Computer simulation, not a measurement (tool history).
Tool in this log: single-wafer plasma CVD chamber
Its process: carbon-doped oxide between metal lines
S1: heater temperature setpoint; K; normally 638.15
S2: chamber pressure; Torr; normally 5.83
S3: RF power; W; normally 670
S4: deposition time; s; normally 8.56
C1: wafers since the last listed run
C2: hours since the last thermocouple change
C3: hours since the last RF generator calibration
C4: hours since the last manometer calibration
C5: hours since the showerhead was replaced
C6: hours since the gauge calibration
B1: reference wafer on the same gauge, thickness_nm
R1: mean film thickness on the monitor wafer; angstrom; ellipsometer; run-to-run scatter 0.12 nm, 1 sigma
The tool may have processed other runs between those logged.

| run | hour | S1 | S2 | S3 | S4 | C1 | C2 | C3 | C4 | C5 | C6 | B1 | R1 |
|---|---|---|---|---|---|---|---|---|---|---|---|---|---|
| 1 | 0 | 638.15 | 5.83 | 670 | 8.56 | 0 | 634.5 | 593.3 | 1712.8 | 5084.7 | 1230.2 | 50.125 | 543.51 |
| 2 | 278.7 | 638.15 | 5.83 | 670 | 8.56 | 9155 | 913.2 | 872 | 1991.5 | 5363.4 | 1508.9 | 50.106 | 543.88 |
| 3 | 334.9 | 638.15 | 5.83 | 670 | 8.56 | 1846 | 969.4 | 928.2 | 2047.7 | 5419.6 | 1565.1 | 50.08 | 546.78 |
| 4 | 376.6 | 638.15 | 5.83 | 670 | 8.56 | 1369 | 1011.1 | 969.9 | 2089.4 | 5461.3 | 1606.8 | 50.121 | 544.65 |
| 5 | 457.1 | 638.15 | 5.83 | 670 | 8.56 | 2644 | 1091.6 | 1050.4 | 2169.9 | 5541.8 | 1687.3 | 50.141 | 546.89 |
| 6 | 513.8 | 638.15 | 5.83 | 670 | 8.56 | 1862 | 1148.3 | 1107.1 | 2226.6 | 5598.5 | 1744 | 50.046 | 545.19 |
| 7 | 555.6 | 638.15 | 5.83 | 670 | 8.56 | 1373 | 1190.1 | 1148.9 | 2268.4 | 5640.3 | 1785.8 | 50.111 | 546.38 |
|  | 612.6 | RF generator calibrated |
| 8 | 619.3 | 638.15 | 5.83 | 670 | 8.56 | 1829 | 1253.8 | 6.7 | 2332.1 | 5704 | 1849.5 | 50.055 | 545.43 |
| 9 | 666.2 | 638.15 | 5.83 | 670 | 8.56 | 1540 | 1300.7 | 53.6 | 2379 | 5750.9 | 1896.4 | 50.109 | 544.88 |
| 10 | 709.9 | 649.15 | 5.83 | 580 | 8.56 | 1435 | 1344.4 | 97.3 | 2422.7 | 5794.6 | 1940.1 | 50.076 | 459.25 |
|  | 765.5 | thermocouple changed; heater temperature recalibrated |
| 11 | 797.2 | 638.15 | 5.83 | 670 | 8.56 | 2604 | 31.7 | 184.6 | 2510 | 5881.9 | 2027.4 | 50.082 | 549.81 |
| 12 | 841.4 | 638.15 | 5.83 | 670 | 8.56 | 1451 | 75.9 | 228.8 | 2554.2 | 5926.1 | 2071.6 | 50.141 | 550.74 |
| 13 | 932 | 634.15 | 5.83 | 670 | 8.56 | 2976 | 166.5 | 319.4 | 2644.8 | 6016.7 | 2162.2 | 50.118 | 555.46 |
|  | 963 | capacitance manometer re-zeroed and calibrated |
| 14 | 1031.8 | 623.15 | 4.62 | 765 | 6.95 | 3015 | 266.3 | 419.2 | 68.8 | 6116.5 | 2262 | 50.063 | 508.1 |
| 15 | 1104 | 634.15 | 5.83 | 670 | 8.56 | 2371 | 338.5 | 491.4 | 141 | 6188.7 | 2334.2 | 50.1 | 557 |
| 16 | 1169.6 | 638.15 | 5.83 | 670 | 8.56 | 2154 | 404.1 | 557 | 206.6 | 6254.3 | 2399.8 | 50.116 | 551.78 |
| 17 | 1269.4 | 633.15 | 6.21 | 725 | 8.56 | 3278 | 503.9 | 656.8 | 306.4 | 6354.1 | 2499.6 | 50.099 | 605.39 |
|  | 1289.5 | thermocouple changed; heater temperature recalibrated, repeated, since the last time left the tool worse |
| 18 | 1418.6 | 627.15 | 5.08 | 765 | 7.71 | 4638 | 129.1 | 806 | 455.6 | 6503.3 | 2648.8 | 50.087 | 557.55 |
|  | 1425.2 | gauge calibrated |
| 19 | 1506.9 | 647.15 | 4.37 | 670 | 7.88 | 2900 | 217.4 | 894.3 | 543.9 | 6591.6 | 81.7 | 50.147 | 467.28 |
| 20 | 1566.5 | 624.15 | 4.6 | 670 | 7.84 | 1957 | 277 | 953.9 | 603.5 | 6651.2 | 141.3 | 50.084 | 498.75 |
| 21 | 1614.6 | 647.15 | 4.37 | 670 | 7.88 | 1580 | 325.1 | 1002 | 651.6 | 6699.3 | 189.4 | 50.093 | 469.29 |
|  | 1626.9 | RF generator calibrated |
|  | 1662 | showerhead replaced |
| 22 | 1704.8 | 650.15 | 5.14 | 670 | 9.58 | 2437 | 415.3 | 77.9 | 741.8 | 42.8 | 279.6 | 50.052 | 582.14 |
| 23 | 1799.5 | 638.15 | 5.83 | 670 | 8.56 | 3110 | 510 | 172.6 | 836.5 | 137.5 | 374.3 | 50.065 | 544.69 |
| 24 | 1856.7 | 638.15 | 5.83 | 670 | 8.56 | 1879 | 567.2 | 229.8 | 893.7 | 194.7 | 431.5 | 50.129 | 546.22 |
| 25 | 1945 | 626.15 | 5.83 | 735 | 7.61 | 2900 | 655.5 | 318.1 | 982 | 283 | 519.8 | 50.071 | 545.26 |
| 26 | 2016.2 | 638.15 | 6.52 | 670 | 7.94 | 2338 | 726.7 | 389.3 | 1053.2 | 354.2 | 591 | 50.089 | 511.24 |
| 27 | 2105.4 | 638.15 | 7.16 | 780 | 8.56 | 2930 | 815.9 | 478.5 | 1142.4 | 443.4 | 680.2 | 50.079 | 639.4 |
| 28 | 2185.1 | 653.15 | 6.63 | 535 | 8.56 | 2618 | 895.6 | 558.2 | 1222.1 | 523.1 | 759.9 | 50.035 | 419.05 |
| 29 | 2288 | 638.15 | 5.83 | 670 | 8.56 | 3380 | 998.5 | 661.1 | 1325 | 626 | 862.8 | 50.103 | 546.18 |

Each run again, without the hidden state but with its own random variation kept:
The tool's hidden condition here consists of: wafer temperature above the value expected at the setpoint (K); delivered RF power above the setpoint (%); true pressure above the setpoint (%); gauge reads high (%).
| run | R1 |
|---|---|
| 1 | 540.11 |
| 2 | 540.04 |
| 3 | 542.87 |
| 4 | 540.71 |
| 5 | 542.86 |
| 6 | 541.14 |
| 7 | 542.3 |
| 8 | 541.32 |
| 9 | 540.75 |
| 10 | 456.11 |
| 11 | 542.44 |
| 12 | 542.97 |
| 13 | 546.46 |
| 14 | 498.31 |
| 15 | 546.99 |
| 16 | 542.06 |
| 17 | 593.68 |
| 18 | 555.68 |
| 19 | 465.58 |
| 20 | 496.18 |
| 21 | 467.17 |
| 22 | 579.19 |
| 23 | 541.31 |
| 24 | 542.67 |
| 25 | 541.11 |
| 26 | 507.61 |
| 27 | 634.7 |
| 28 | 416.25 |
| 29 | 541.95 |
